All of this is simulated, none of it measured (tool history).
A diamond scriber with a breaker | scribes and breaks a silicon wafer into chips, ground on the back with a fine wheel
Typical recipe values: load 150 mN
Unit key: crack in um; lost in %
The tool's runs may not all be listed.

run	day	load	wafers since the last listed run	hours since the diamond tip was replaced	hours since the load on the tip was calibrated	incoming depth of the damage left on the back of the incoming wafer, um	crack	lost
1	0.000	150	0	17.7	1497.2	2.61	8.06	3.92
2	1.425	150	117	51.9	1531.4	2.31	8.08	3.40
3	4.708	150	271	130.7	1610.2	1.86	7.94	2.52
4	5.921	150	100	159.8	1639.3	2.44	7.92	4.19
5	7.004	150	89	185.8	1665.3	2.12	7.93	3.19
6	7.692	160	56	202.3	1681.8	1.95	8.16	2.51
7	8.667	150	80	225.7	1705.2	2.61	7.70	4.61
# day 9.112: load on the tip recalibrated
8	10.150	182	115	261.3	24.9	2.96	8.37	4.70
# day 10.446: diamond tip replaced by a new one
9	11.254	118	84	19.4	51.4	2.39	6.98	5.70
10	12.179	150	76	41.6	73.6	1.72	8.03	2.28
11	12.862	110	56	58.0	90.0	2.16	6.99	5.79
12	14.088	192	101	87.4	119.4	2.83	9.41	5.24
13	15.283	179	98	116.1	148.1	2.15	9.04	3.48
14	16.583	138	107	147.3	179.3	2.11	7.77	3.55
15	20.425	135	317	239.5	271.5	1.76	7.40	3.96

Entry by entry between the runs, the difference in hidden state between the last listed run before and the first listed run after:
Run 7 -> run 8: load on the tip recalibrated (day 9.112)
  share of the diamond tip's cutting effectiveness lost through wear, %: 8.33 -> 10.8
  measured less the result without the state, crack: -0.46 -> -0.67 um; lost: +0.72 -> -0.32 %
Run 8 -> run 9: diamond tip replaced by a new one (day 10.446)
  share of the diamond tip's cutting effectiveness lost through wear, %: 10.8 -> 0.329
  measured less the result without the state, crack: -0.67 -> -0.01 um; lost: -0.32 -> +0.07 %
